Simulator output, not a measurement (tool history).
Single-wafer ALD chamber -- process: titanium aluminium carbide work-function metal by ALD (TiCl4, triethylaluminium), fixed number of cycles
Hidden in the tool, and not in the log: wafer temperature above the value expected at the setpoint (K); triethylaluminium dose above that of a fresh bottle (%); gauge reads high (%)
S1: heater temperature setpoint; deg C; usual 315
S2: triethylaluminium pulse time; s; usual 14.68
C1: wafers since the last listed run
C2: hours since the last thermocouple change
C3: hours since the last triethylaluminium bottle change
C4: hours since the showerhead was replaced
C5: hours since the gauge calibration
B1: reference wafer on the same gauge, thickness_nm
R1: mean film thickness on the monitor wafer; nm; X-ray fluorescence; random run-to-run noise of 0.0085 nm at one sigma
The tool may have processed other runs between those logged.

| run | hour | S1 | S2 | C1 | C2 | C3 | C4 | C5 | B1 | R1 |
|---|---|---|---|---|---|---|---|---|---|---|
| 1 | 0 | 315 | 14.68 | 0 | 2133.4 | 1698.5 | 2389.9 | 332.6 | 1.791 | 2.205 |
| 2 | 27.8 | 315 | 14.68 | 182 | 2161.2 | 1726.3 | 2417.7 | 360.4 | 1.79 | 2.201 |
| 3 | 50.4 | 315 | 14.68 | 148 | 2183.8 | 1748.9 | 2440.3 | 383 | 1.787 | 2.207 |
|  | 69.9 | gauge calibrated |
| 4 | 75 | 315 | 18.78 | 161 | 2208.4 | 1773.5 | 2464.9 | 5.1 | 1.788 | 2.221 |
| 5 | 97.5 | 315 | 18.78 | 148 | 2230.9 | 1796 | 2487.4 | 27.6 | 1.79 | 2.211 |
| 6 | 111.3 | 315 | 14.68 | 90 | 2244.7 | 1809.8 | 2501.2 | 41.4 | 1.786 | 2.203 |
| 7 | 141.2 | 315 | 14.68 | 196 | 2274.6 | 1839.7 | 2531.1 | 71.3 | 1.791 | 2.205 |
| 8 | 165.1 | 315 | 14.68 | 157 | 2298.5 | 1863.6 | 2555 | 95.2 | 1.788 | 2.21 |
| 9 | 200.8 | 305 | 16.54 | 234 | 2334.2 | 1899.3 | 2590.7 | 130.9 | 1.79 | 2.124 |
| 10 | 223.4 | 311 | 16.41 | 148 | 2356.8 | 1921.9 | 2613.3 | 153.5 | 1.786 | 2.198 |
|  | 243 | thermocouple changed; heater temperature recalibrated |
| 11 | 248.5 | 311 | 16.41 | 112 | 5.5 | 1947 | 2638.4 | 178.6 | 1.791 | 2.18 |
| 12 | 273.8 | 323 | 18.66 | 166 | 30.8 | 1972.3 | 2663.7 | 203.9 | 1.791 | 2.318 |
| 13 | 287.5 | 323 | 18.66 | 90 | 44.5 | 1986 | 2677.4 | 217.6 | 1.79 | 2.311 |
| 14 | 314.7 | 315 | 14.68 | 178 | 71.7 | 2013.2 | 2704.6 | 244.8 | 1.791 | 2.209 |
|  | 330.6 | triethylaluminium bottle replaced |
| 15 | 343.7 | 315 | 14.68 | 138 | 100.7 | 13.1 | 2733.6 | 273.8 | 1.786 | 2.215 |
| 16 | 357.1 | 300 | 19.56 | 88 | 114.1 | 26.5 | 2747 | 287.2 | 1.788 | 2.056 |
| 17 | 391.3 | 315 | 14.68 | 225 | 148.3 | 60.7 | 2781.2 | 321.4 | 1.79 | 2.207 |
| 18 | 441.8 | 311 | 19.31 | 332 | 198.8 | 111.2 | 2831.7 | 371.9 | 1.79 | 2.189 |
| 19 | 472.3 | 315 | 14.68 | 200 | 229.3 | 141.7 | 2862.2 | 402.4 | 1.791 | 2.209 |
| 20 | 503.9 | 303 | 19.59 | 207 | 260.9 | 173.3 | 2893.8 | 434 | 1.794 | 2.098 |
| 21 | 528.7 | 315 | 14.68 | 163 | 285.7 | 198.1 | 2918.6 | 458.8 | 1.789 | 2.209 |
|  | 553.5 | gauge calibrated |
| 22 | 559.8 | 309 | 10.24 | 204 | 316.8 | 229.2 | 2949.7 | 6.3 | 1.791 | 2.01 |
| 23 | 593.9 | 326 | 12.04 | 224 | 350.9 | 263.3 | 2983.8 | 40.4 | 1.79 | 2.274 |
|  | 620 | showerhead replaced |
| 24 | 620.5 | 329 | 18.77 | 122 | 377.5 | 289.9 | 0.5 | 67 | 1.789 | 2.363 |
| 25 | 645.2 | 304 | 14.68 | 162 | 402.2 | 314.6 | 25.2 | 91.7 | 1.789 | 2.104 |
| 26 | 673.6 | 321 | 10.12 | 186 | 430.6 | 343 | 53.6 | 120.1 | 1.788 | 2.097 |
| 27 | 704.4 | 322 | 14.68 | 202 | 461.4 | 373.8 | 84.4 | 150.9 | 1.788 | 2.283 |
| 28 | 726 | 315 | 14.68 | 142 | 483 | 395.4 | 106 | 172.5 | 1.787 | 2.195 |
| 29 | 750.9 | 315 | 14.68 | 163 | 507.9 | 420.3 | 130.9 | 197.4 | 1.789 | 2.211 |
| 30 | 778.2 | 330 | 12.27 | 179 | 535.2 | 447.6 | 158.2 | 224.7 | 1.789 | 2.307 |
| 31 | 800.7 | 315 | 14.68 | 148 | 557.7 | 470.1 | 180.7 | 247.2 | 1.792 | 2.217 |

Branching from run 31: 3 alternative next runs. What would each branch give?
| A | 801.1 | 315 | 12.67 | 2 | 558.1 | 470.5 | 181.1 | 247.6 | ? | ? |
| B | 801.1 | 325 | 9.93 | 2 | 558.1 | 470.5 | 181.1 | 247.6 | ? | ? |
| C | 801.1 | 310 | 14.68 | 2 | 558.1 | 470.5 | 181.1 | 247.6 | ? | ? |

| run | B1 | R1 |
|---|---|---|
| A | 1.788 | 2.175 |
| B | 1.788 | 2.117 |
| C | 1.788 | 2.152 |
With no hidden state in the tool, these same runs would have given:
| run | R1 |
|---|---|
| A | 2.175 |
| B | 2.117 |
| C | 2.152 |
